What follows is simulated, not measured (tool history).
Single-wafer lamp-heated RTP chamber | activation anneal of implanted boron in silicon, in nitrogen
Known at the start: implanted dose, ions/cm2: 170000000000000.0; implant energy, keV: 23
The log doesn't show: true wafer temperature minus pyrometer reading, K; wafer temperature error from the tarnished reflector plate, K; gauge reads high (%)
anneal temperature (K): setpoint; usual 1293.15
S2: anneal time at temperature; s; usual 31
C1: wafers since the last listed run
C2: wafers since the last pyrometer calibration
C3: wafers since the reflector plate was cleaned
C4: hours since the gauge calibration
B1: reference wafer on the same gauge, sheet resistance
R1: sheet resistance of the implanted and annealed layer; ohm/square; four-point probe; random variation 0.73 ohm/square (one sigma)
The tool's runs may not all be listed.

Run 1, day 0.000: usual settings but anneal temperature (K) 1304.15; C1 0; C2 3168; C3 1432; C4 472.2; B1 444.82. Result: R1 488.48 ohm/square.
Run 2, day 1.112: usual settings but anneal temperature (K) 1304.15; C1 502; C2 3670; C3 1934; C4 498.9; B1 444.93. Result: R1 487.98 ohm/square.
Run 3, day 1.883: usual settings; C1 347; C2 4018; C3 2282; C4 517.4; B1 445.15. Result: R1 487.99 ohm/square.
Run 4, day 2.483: usual settings; C1 270; C2 4289; C3 2553; C4 531.8; B1 445.10. Result: R1 489.94 ohm/square.
Run 5, day 3.329: usual settings but anneal temperature (K) 1276.15, S2 16 s; C1 381; C2 4671; C3 2935; C4 552.1; B1 445.22. Result: R1 491.67 ohm/square.
Run 6, day 4.592: usual settings but anneal temperature (K) 1276.15, S2 16 s; C1 569; C2 5241; C3 3505; C4 582.4; B1 445.34. Result: R1 491.14 ohm/square.
At day 5.904: reflector plate cleaned.
At day 6.212: pyrometer window cleaned and pyrometer calibrated.
Run 7, day 6.546: usual settings but anneal temperature (K) 1313.15; C1 592; C2 151; C3 151; C4 629.3; B1 445.64. Result: R1 487.96 ohm/square.
Run 8, day 7.346: usual settings but anneal temperature (K) 1313.15; C1 361; C2 512; C3 512; C4 648.5; B1 445.80. Result: R1 489.28 ohm/square.
Run 9, day 8.796: usual settings but anneal temperature (K) 1313.15; C1 654; C2 1166; C3 1166; C4 683.3; B1 446.04. Result: R1 489.31 ohm/square.
Run 10, day 9.408: usual settings; C1 276; C2 1443; C3 1443; C4 698.0; B1 446.29. Result: R1 490.14 ohm/square.
Run 11, day 10.292: usual settings; C1 398; C2 1841; C3 1841; C4 719.2; B1 446.30. Result: R1 491.66 ohm/square.
Run 12, day 10.967: usual settings; C1 304; C2 2146; C3 2146; C4 735.4; B1 446.26. Result: R1 489.21 ohm/square.
Run 13, day 12.154: usual settings; C1 535; C2 2682; C3 2682; C4 763.9; B1 446.59. Result: R1 490.26 ohm/square.
Run 14, day 13.254: usual settings but anneal temperature (K) 1271.15, S2 39 s; C1 496; C2 3178; C3 3178; C4 790.3; B1 446.68. Result: R1 492.71 ohm/square.
Run 15, day 14.658: usual settings but anneal temperature (K) 1322.15; C1 633; C2 3812; C3 3812; C4 824.0; B1 446.98. Result: R1 490.51 ohm/square.
Run 16, day 15.646: usual settings but anneal temperature (K) 1269.15, S2 38 s; C1 445; C2 4258; C3 4258; C4 847.7; B1 447.29. Result: R1 494.08 ohm/square.
At day 16.529: pyrometer window cleaned and pyrometer calibrated.
At day 16.875: gauge calibrated.
Run 17, day 17.029: usual settings but anneal temperature (K) 1305.15, S2 41 s; C1 473; C2 226; C3 4732; C4 3.7; B1 443.21. Result: R1 485.60 ohm/square.
At day 17.488: reflector plate cleaned.
Run 18, day 18.471: usual settings; C1 500; C2 726; C3 443; C4 38.3; B1 443.16. Result: R1 486.83 ohm/square.
Run 19, day 19.683: usual settings; C1 547; C2 1273; C3 991; C4 67.4; B1 443.07. Result: R1 486.71 ohm/square.
Run 20, day 20.196: usual settings but anneal temperature (K) 1274.15, S2 38 s; C1 231; C2 1504; C3 1222; C4 79.7; B1 443.23. Result: R1 488.24 ohm/square.
Run 21, day 21.388: usual settings but S2 17 s; C1 537; C2 2042; C3 1760; C4 108.3; B1 443.23. Result: R1 487.03 ohm/square.
Run 22, day 22.062: usual settings but S2 43 s; C1 304; C2 2347; C3 2064; C4 124.5; B1 443.32. Result: R1 485.47 ohm/square.
Run 23, day 22.954: usual settings; C1 402; C2 2749; C3 2467; C4 145.9; B1 443.31. Result: R1 486.37 ohm/square.
Run 24, day 24.408: usual settings but anneal temperature (K) 1315.15, S2 48 s; C1 656; C2 3406; C3 3123; C4 180.8; B1 443.29. Result: R1 484.35 ohm/square.
Run 25, day 24.912: usual settings but anneal temperature (K) 1285.15, S2 18 s; C1 227; C2 3633; C3 3351; C4 192.9; B1 443.34. Result: R1 486.75 ohm/square.
Run 26, day 26.238: usual settings; C1 598; C2 4231; C3 3949; C4 224.7; B1 443.44. Result: R1 485.78 ohm/square.
At day 27.129: pyrometer window cleaned and pyrometer calibrated.
At day 27.321: reflector plate cleaned.
Run 27, day 27.342: usual settings but anneal temperature (K) 1311.15, S2 21 s; C1 262; C2 9; C3 9; C4 251.2; B1 443.46. Result: R1 487.69 ohm/square.
Run 28, day 27.754: usual settings but anneal temperature (K) 1271.15, S2 37 s; C1 186; C2 195; C3 195; C4 261.1; B1 443.54. Result: R1 487.48 ohm/square.
Run 29, day 28.542: usual settings but anneal temperature (K) 1307.15, S2 42 s; C1 355; C2 550; C3 550; C4 280.0; B1 443.51. Result: R1 485.52 ohm/square.
Run 30, day 29.467: usual settings; C1 417; C2 968; C3 968; C4 302.2; B1 443.77. Result: R1 486.72 ohm/square.
Run 31, day 30.654: usual settings but anneal temperature (K) 1268.15, S2 16 s; C1 535; C2 1504; C3 1504; C4 330.7; B1 443.63. Result: R1 492.62 ohm/square.
Run 32, day 31.667: usual settings but anneal temperature (K) 1275.15, S2 26 s; C1 456; C2 1961; C3 1961; C4 355.0; B1 443.79. Result: R1 490.57 ohm/square.
Run 33, day 33.004: usual settings; C1 603; C2 2565; C3 2565; C4 387.1; B1 443.87. Result: R1 487.55 ohm/square.
Run 34, day 34.138: usual settings; C1 511; C2 3076; C3 3076; C4 414.3; B1 444.00. Result: R1 488.99 ohm/square.
Run 35, day 36.979: usual settings; C1 1282; C2 4359; C3 4359; C4 482.5; B1 444.19. Result: R1 489.05 ohm/square.
At day 38.062: pyrometer window cleaned and pyrometer calibrated.
Run 36, day 38.225: usual settings but anneal temperature (K) 1313.15, S2 37 s; C1 411; C2 72; C3 4770; C4 512.4; B1 444.46. Result: R1 486.77 ohm/square.

Forecast each of these 4 alternatives for the next run:
Run A, day 38.242: usual settings but anneal temperature (K) 1281.15; C1 7; C2 80; C3 4778; C4 512.8; B1 ?. Result: R1 ?.
Run B, day 38.242: usual settings but anneal temperature (K) 1264.15, S2 25 s; C1 7; C2 80; C3 4778; C4 512.8; B1 ?. Result: R1 ?.
Run C, day 38.242: usual settings but anneal temperature (K) 1319.15, S2 47 s; C1 7; C2 80; C3 4778; C4 512.8; B1 ?. Result: R1 ?.
Run D, day 38.242: usual settings but anneal temperature (K) 1323.15, S2 25 s; C1 7; C2 80; C3 4778; C4 512.8; B1 ?. Result: R1 ?.

run      B1      R1
  A  444.51  489.55
  B  444.51  493.64
  C  444.51  486.87
  D  444.51  488.62
Without the tool's hidden state the same runs would have given:
run      R1
  A  489.08
  B  493.17
  C  486.40
  D  488.15
